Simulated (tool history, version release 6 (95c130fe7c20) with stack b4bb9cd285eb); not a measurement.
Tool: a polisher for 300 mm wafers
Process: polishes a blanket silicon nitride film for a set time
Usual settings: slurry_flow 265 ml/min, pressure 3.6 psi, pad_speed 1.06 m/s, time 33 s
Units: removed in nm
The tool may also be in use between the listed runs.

run	hour	slurry_flow	pressure	pad_speed	time	incoming thickness of the incoming film, nm	removed
1	0	265	3.6	1.06	33	944.3	59.1
2	43	265	3.6	1.06	33	941	59.3
3	85.2	265	3.6	1.06	33	942	59
4	134.8	265	3.6	1.06	33	948.1	60
# hour 142.4: worn pad replaced by a new one
5	205.5	265	4.2	1.06	33	947.9	64.3
6	256.1	265	3.6	1.06	33	960.6	58.7
7	297.5	265	3.6	1.06	33	934.8	58.7
8	366.3	265	3.6	1.06	33	951	58.6
# hour 374.6: worn pad replaced by a new one
9	407.5	265	3.6	1.06	33	952.3	59.1
10	437.7	265	3.6	1.06	33	930.2	58.9
# hour 443.5: slurry nozzle cleaned
11	480.3	265	3.6	1.06	33	947	59.3
12	506.9	265	3.6	1.06	33	937.6	58
# hour 559.8: worn pad replaced by a new one
13	560.3	265	3.6	1.06	33	928.3	58.5
14	623.3	265	3.6	0.8	29	924.9	41.6
# hour 635.5: head pressure recalibrated
15	692.7	265	4.7	0.86	37	931.1	68.1
16	723	265	2.4	1.44	36	928.8	64.4
17	750.2	265	2.5	1.16	29	921.7	43.7
# hour 799.9: worn pad replaced by a new one
18	817.3	230	3.6	1.06	24	929.4	42.1
19	843.5	185	3.6	1.06	29	946.7	49.7
20	894.9	265	3.6	1.06	33	941.1	58.7
21	947.3	355	3.6	1.06	33	939.1	60.5
22	977.7	265	2.4	1.06	41	947.8	56.6
# hour 999.7: worn pad replaced by a new one
23	1002.9	265	4.1	0.7	33	947.6	45.9
24	1048.5	200	4.5	1.18	39	938.3	85.2

3 ways to go on from here, each from the tool as it stands after run 24. What would each give?
A	1048.9	265	3.6	1.06	33	950.6	?
B	1048.9	170	4.1	1.24	41	950.6	?
C	1048.9	325	3.6	1.06	33	950.6	?

run	removed
A	59.4
B	86.7
C	60.5
Without the tool's hidden state the same runs would have given:
run	removed
A	59.4
B	86.7
C	60.5

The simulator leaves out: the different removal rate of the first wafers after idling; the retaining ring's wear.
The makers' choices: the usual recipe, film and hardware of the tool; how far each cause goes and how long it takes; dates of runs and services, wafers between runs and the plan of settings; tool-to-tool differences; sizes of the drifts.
